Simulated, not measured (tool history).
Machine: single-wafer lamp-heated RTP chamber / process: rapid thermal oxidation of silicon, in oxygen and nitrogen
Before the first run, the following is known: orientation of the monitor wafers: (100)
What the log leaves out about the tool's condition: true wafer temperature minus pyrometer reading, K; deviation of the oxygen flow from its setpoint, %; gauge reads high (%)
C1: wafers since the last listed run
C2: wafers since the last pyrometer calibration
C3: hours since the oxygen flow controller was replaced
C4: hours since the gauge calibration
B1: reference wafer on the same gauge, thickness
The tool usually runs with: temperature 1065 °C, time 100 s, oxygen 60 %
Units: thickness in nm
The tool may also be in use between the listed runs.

{"run": 1, "day": 0.0, "temperature": 1065, "time": 83, "oxygen": 60, "C1": 0, "C2": 4422, "C3": 2989.4, "C4": 287.7, "B1": 11.192, "thickness": 10.465}
{"run": 2, "day": 0.367, "temperature": 1065, "time": 83, "oxygen": 60, "C1": 72, "C2": 4495, "C3": 2998.2, "C4": 296.5, "B1": 11.183, "thickness": 10.496}
{"day": 0.612, "done": "gauge calibrated"}
{"run": 3, "day": 0.625, "temperature": 1065, "time": 100, "oxygen": 60, "C1": 50, "C2": 4546, "C3": 3004.4, "C4": 0.3, "B1": 11.178, "thickness": 11.396}
{"run": 4, "day": 1.054, "temperature": 1045, "time": 81, "oxygen": 60, "C1": 84, "C2": 4630, "C3": 3014.7, "C4": 10.6, "B1": 11.197, "thickness": 9.069}
{"run": 5, "day": 1.738, "temperature": 1065, "time": 88, "oxygen": 60, "C1": 134, "C2": 4765, "C3": 3031.1, "C4": 27, "B1": 11.199, "thickness": 10.741}
{"run": 6, "day": 1.992, "temperature": 1065, "time": 100, "oxygen": 60, "C1": 50, "C2": 4815, "C3": 3037.2, "C4": 33.1, "B1": 11.211, "thickness": 11.354}
{"run": 7, "day": 2.571, "temperature": 1065, "time": 100, "oxygen": 60, "C1": 114, "C2": 4929, "C3": 3051.1, "C4": 47, "B1": 11.221, "thickness": 11.411}
{"run": 8, "day": 3.133, "temperature": 1065, "time": 100, "oxygen": 60, "C1": 110, "C2": 5040, "C3": 3064.6, "C4": 60.5, "B1": 11.197, "thickness": 11.374}
{"run": 9, "day": 3.454, "temperature": 1065, "time": 100, "oxygen": 60, "C1": 63, "C2": 5103, "C3": 3072.3, "C4": 68.2, "B1": 11.195, "thickness": 11.432}
{"run": 10, "day": 4.154, "temperature": 1065, "time": 100, "oxygen": 60, "C1": 138, "C2": 5241, "C3": 3089.1, "C4": 85, "B1": 11.189, "thickness": 11.445}
{"run": 11, "day": 4.892, "temperature": 1065, "time": 100, "oxygen": 60, "C1": 145, "C2": 5387, "C3": 3106.8, "C4": 102.7, "B1": 11.181, "thickness": 11.506}
{"run": 12, "day": 5.567, "temperature": 1065, "time": 100, "oxygen": 60, "C1": 133, "C2": 5520, "C3": 3123, "C4": 118.9, "B1": 11.198, "thickness": 11.429}
{"run": 13, "day": 6.167, "temperature": 1051, "time": 100, "oxygen": 60, "C1": 118, "C2": 5638, "C3": 3137.4, "C4": 133.3, "B1": 11.216, "thickness": 10.46}
{"day": 6.625, "done": "oxygen flow controller replaced"}
{"run": 14, "day": 6.808, "temperature": 1082, "time": 87, "oxygen": 60, "C1": 60, "C2": 5699, "C3": 4.4, "C4": 148.7, "B1": 11.188, "thickness": 12.026}
{"run": 15, "day": 7.096, "temperature": 1065, "time": 100, "oxygen": 60, "C1": 56, "C2": 5756, "C3": 11.3, "C4": 155.6, "B1": 11.196, "thickness": 11.469}
{"run": 16, "day": 7.829, "temperature": 1080, "time": 73, "oxygen": 77, "C1": 144, "C2": 5900, "C3": 28.9, "C4": 173.2, "B1": 11.211, "thickness": 12.085}
{"run": 17, "day": 8.133, "temperature": 1073, "time": 100, "oxygen": 60, "C1": 59, "C2": 5960, "C3": 36.2, "C4": 180.5, "B1": 11.215, "thickness": 12.089}
{"run": 18, "day": 8.783, "temperature": 1055, "time": 132, "oxygen": 71, "C1": 128, "C2": 6088, "C3": 51.8, "C4": 196.1, "B1": 11.178, "thickness": 12.959}
{"run": 19, "day": 9.342, "temperature": 1065, "time": 100, "oxygen": 60, "C1": 110, "C2": 6198, "C3": 65.2, "C4": 209.5, "B1": 11.185, "thickness": 11.56}
{"day": 10.817, "done": "pyrometer window cleaned and pyrometer calibrated"}
{"run": 20, "day": 11.108, "temperature": 1090, "time": 141, "oxygen": 60, "C1": 282, "C2": 57, "C3": 107.6, "C4": 251.9, "B1": 11.193, "thickness": 14.78}
{"run": 21, "day": 11.967, "temperature": 1053, "time": 100, "oxygen": 48, "C1": 169, "C2": 226, "C3": 128.2, "C4": 272.5, "B1": 11.194, "thickness": 9.126}
{"day": 12.096, "done": "gauge calibrated"}
{"run": 22, "day": 12.471, "temperature": 1065, "time": 100, "oxygen": 60, "C1": 99, "C2": 326, "C3": 140.3, "C4": 9, "B1": 11.206, "thickness": 10.753}
{"run": 23, "day": 13.254, "temperature": 1057, "time": 100, "oxygen": 30, "C1": 154, "C2": 480, "C3": 159.1, "C4": 27.8, "B1": 11.21, "thickness": 8.019}
{"run": 24, "day": 13.746, "temperature": 1047, "time": 141, "oxygen": 60, "C1": 96, "C2": 577, "C3": 170.9, "C4": 39.6, "B1": 11.188, "thickness": 11.239}
{"run": 25, "day": 14.388, "temperature": 1065, "time": 100, "oxygen": 60, "C1": 126, "C2": 703, "C3": 186.3, "C4": 55, "B1": 11.213, "thickness": 10.909}
{"run": 26, "day": 15.046, "temperature": 1065, "time": 61, "oxygen": 60, "C1": 129, "C2": 833, "C3": 202.1, "C4": 70.8, "B1": 11.19, "thickness": 8.73}

Forecast run 27:
{"run": 27, "day": 15.796, "temperature": 1090, "time": 100, "oxygen": 75, "C1": 147, "C2": 981, "C3": 220.1, "C4": 88.8, "B1": "?", "thickness": "?"}

B1: 11.197
thickness: 13.95 nm
On a tool with no hidden condition, and with the same random variation, this run would have come out at thickness 13.626 nm.
